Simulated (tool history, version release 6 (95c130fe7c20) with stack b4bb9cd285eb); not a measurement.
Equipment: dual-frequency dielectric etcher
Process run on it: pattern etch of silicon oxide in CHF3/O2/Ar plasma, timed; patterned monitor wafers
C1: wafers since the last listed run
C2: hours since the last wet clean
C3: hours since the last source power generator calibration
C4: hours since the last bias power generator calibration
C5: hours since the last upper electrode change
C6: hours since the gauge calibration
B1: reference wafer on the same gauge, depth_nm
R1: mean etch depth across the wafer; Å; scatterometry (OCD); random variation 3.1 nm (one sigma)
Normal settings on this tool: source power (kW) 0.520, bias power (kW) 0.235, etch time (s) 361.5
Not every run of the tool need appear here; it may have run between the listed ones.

run 1 hour=0.0 | source_power_(kW)=0.520 bias_power_(kW)=0.235 etch_time_(s)=361.5 | C1=0 C2=35.4 C3=656.2 C4=27.7 C5=4625.6 C6=1579.6 | B1=827.3 | R1=8250
run 2 hour=32.1 | source_power_(kW)=0.520 bias_power_(kW)=0.235 etch_time_(s)=361.5 | C1=195 C2=67.5 C3=688.3 C4=59.8 C5=4657.7 C6=1611.7 | B1=829.0 | R1=8230
run 3 hour=61.1 | source_power_(kW)=0.520 bias_power_(kW)=0.235 etch_time_(s)=279.5 | C1=176 C2=96.5 C3=717.3 C4=88.8 C5=4686.7 C6=1640.7 | B1=828.7 | R1=6357
run 4 hour=128.2 | source_power_(kW)=0.520 bias_power_(kW)=0.235 etch_time_(s)=361.5 | C1=408 C2=163.6 C3=784.4 C4=155.9 C5=4753.8 C6=1707.8 | B1=827.8 | R1=8201
run 5 hour=177.7 | source_power_(kW)=0.520 bias_power_(kW)=0.235 etch_time_(s)=361.5 | C1=301 C2=213.1 C3=833.9 C4=205.4 C5=4803.3 C6=1757.3 | B1=827.1 | R1=8147
run 6 hour=243.9 | source_power_(kW)=0.520 bias_power_(kW)=0.235 etch_time_(s)=361.5 | C1=402 C2=279.3 C3=900.1 C4=271.6 C5=4869.5 C6=1823.5 | B1=827.6 | R1=8049
run 7 hour=298.2 | source_power_(kW)=0.520 bias_power_(kW)=0.235 etch_time_(s)=361.5 | C1=330 C2=333.6 C3=954.4 C4=325.9 C5=4923.8 C6=1877.8 | B1=827.7 | R1=8097
run 8 hour=342.0 | source_power_(kW)=0.520 bias_power_(kW)=0.235 etch_time_(s)=361.5 | C1=266 C2=377.4 C3=998.2 C4=369.7 C5=4967.6 C6=1921.6 | B1=828.0 | R1=8046
-- hour=350.1 gauge calibrated
run 9 hour=410.5 | source_power_(kW)=0.520 bias_power_(kW)=0.261 etch_time_(s)=361.5 | C1=416 C2=445.9 C3=1066.7 C4=438.2 C5=5036.1 C6=60.4 | B1=828.3 | R1=8406
run 10 hour=477.0 | source_power_(kW)=0.520 bias_power_(kW)=0.261 etch_time_(s)=361.5 | C1=404 C2=512.4 C3=1133.2 C4=504.7 C5=5102.6 C6=126.9 | B1=827.7 | R1=8351
-- hour=534.7 wet clean of the chamber
run 11 hour=541.9 | source_power_(kW)=0.570 bias_power_(kW)=0.202 etch_time_(s)=310.0 | C1=248 C2=7.2 C3=1198.1 C4=569.6 C5=5167.5 C6=191.8 | B1=828.4 | R1=6945
run 12 hour=590.8 | source_power_(kW)=0.620 bias_power_(kW)=0.255 etch_time_(s)=398.0 | C1=297 C2=56.1 C3=1247.0 C4=618.5 C5=5216.4 C6=240.7 | B1=828.4 | R1=10088
run 13 hour=632.1 | source_power_(kW)=0.390 bias_power_(kW)=0.235 etch_time_(s)=258.5 | C1=251 C2=97.4 C3=1288.3 C4=659.8 C5=5257.7 C6=282.0 | B1=828.5 | R1=5325
run 14 hour=688.1 | source_power_(kW)=0.640 bias_power_(kW)=0.294 etch_time_(s)=311.5 | C1=340 C2=153.4 C3=1344.3 C4=715.8 C5=5313.7 C6=338.0 | B1=827.4 | R1=8450
run 15 hour=824.0 | source_power_(kW)=0.570 bias_power_(kW)=0.184 etch_time_(s)=315.0 | C1=827 C2=289.3 C3=1480.2 C4=851.7 C5=5449.6 C6=473.9 | B1=828.1 | R1=6603
-- hour=883.2 upper electrode replaced
run 16 hour=883.7 | source_power_(kW)=0.520 bias_power_(kW)=0.235 etch_time_(s)=299.5 | C1=217 C2=349.0 C3=1539.9 C4=911.4 C5=0.5 C6=533.6 | B1=828.6 | R1=6706
run 17 hour=906.5 | source_power_(kW)=0.520 bias_power_(kW)=0.235 etch_time_(s)=361.5 | C1=138 C2=371.8 C3=1562.7 C4=934.2 C5=23.3 C6=556.4 | B1=828.5 | R1=8081
-- hour=948.1 source power generator calibrated
run 18 hour=950.8 | source_power_(kW)=0.580 bias_power_(kW)=0.235 etch_time_(s)=459.0 | C1=245 C2=416.1 C3=2.7 C4=978.5 C5=67.6 C6=600.7 | B1=827.2 | R1=10619
-- hour=1006.5 wet clean of the chamber
run 19 hour=1007.6 | source_power_(kW)=0.490 bias_power_(kW)=0.262 etch_time_(s)=326.5 | C1=199 C2=1.1 C3=59.5 C4=1035.3 C5=124.4 C6=657.5 | B1=827.9 | R1=7723
run 20 hour=1050.8 | source_power_(kW)=0.520 bias_power_(kW)=0.235 etch_time_(s)=361.5 | C1=262 C2=44.3 C3=102.7 C4=1078.5 C5=167.6 C6=700.7 | B1=828.7 | R1=8279
run 21 hour=1098.0 | source_power_(kW)=0.520 bias_power_(kW)=0.216 etch_time_(s)=413.5 | C1=287 C2=91.5 C3=149.9 C4=1125.7 C5=214.8 C6=747.9 | B1=827.2 | R1=9155
run 22 hour=1137.1 | source_power_(kW)=0.560 bias_power_(kW)=0.199 etch_time_(s)=448.0 | C1=237 C2=130.6 C3=189.0 C4=1164.8 C5=253.9 C6=787.0 | B1=827.8 | R1=9734
run 23 hour=1162.3 | source_power_(kW)=0.640 bias_power_(kW)=0.235 etch_time_(s)=361.5 | C1=153 C2=155.8 C3=214.2 C4=1190.0 C5=279.1 C6=812.2 | B1=827.8 | R1=8863
run 24 hour=1212.4 | source_power_(kW)=0.600 bias_power_(kW)=0.235 etch_time_(s)=361.5 | C1=304 C2=205.9 C3=264.3 C4=1240.1 C5=329.2 C6=862.3 | B1=827.5 | R1=8654
run 25 hour=1388.8 | source_power_(kW)=0.390 bias_power_(kW)=0.235 etch_time_(s)=258.5 | C1=1073 C2=382.3 C3=440.7 C4=1416.5 C5=505.6 C6=1038.7 | B1=828.6 | R1=5161
run 26 hour=1434.5 | source_power_(kW)=0.570 bias_power_(kW)=0.202 etch_time_(s)=310.0 | C1=278 C2=428.0 C3=486.4 C4=1462.2 C5=551.3 C6=1084.4 | B1=828.5 | R1=6629
run 27 hour=1493.1 | source_power_(kW)=0.450 bias_power_(kW)=0.207 etch_time_(s)=361.5 | C1=356 C2=486.6 C3=545.0 C4=1520.8 C5=609.9 C6=1143.0 | B1=827.5 | R1=7138
-- hour=1532.4 wet clean of the chamber
run 28 hour=1563.2 | source_power_(kW)=0.480 bias_power_(kW)=0.214 etch_time_(s)=329.0 | C1=280 C2=30.8 C3=615.1 C4=1590.9 C5=680.0 C6=1213.1 | B1=828.4 | R1=7093

Below, some changes in R1 between adjacent runs. For each, the amount present without the hidden state too (settings, incoming material, random variation) and the amount remaining for the hidden state with gauge scatter not shared by both compared results:
The hidden state here: etch rate over this chamber's usual, %; source power that arrives over what is set, %; bias power that arrives over what is set, %; gauge reads high (%).
Run 10 -> 11: source power (kW) 0.520 -> 0.570, bias power (kW) 0.261 -> 0.202, etch time (s) 361.5 -> 310.0, wet clean of the chamber. R1 -1406 Å: hidden state +359, all else -1765.
Run 12 -> 13: source power (kW) 0.620 -> 0.390, bias power (kW) 0.255 -> 0.235, etch time (s) 398.0 -> 258.5. R1 -4763 Å: hidden state -5, all else -4758.
Run 18 -> 19: source power (kW) 0.580 -> 0.490, bias power (kW) 0.235 -> 0.262, etch time (s) 459.0 -> 326.5, wet clean of the chamber. R1 -2896 Å: hidden state +394, all else -3290.
Run 24 -> 25: source power (kW) 0.600 -> 0.390, etch time (s) 361.5 -> 258.5. R1 -3493 Å: hidden state -21, all else -3472.
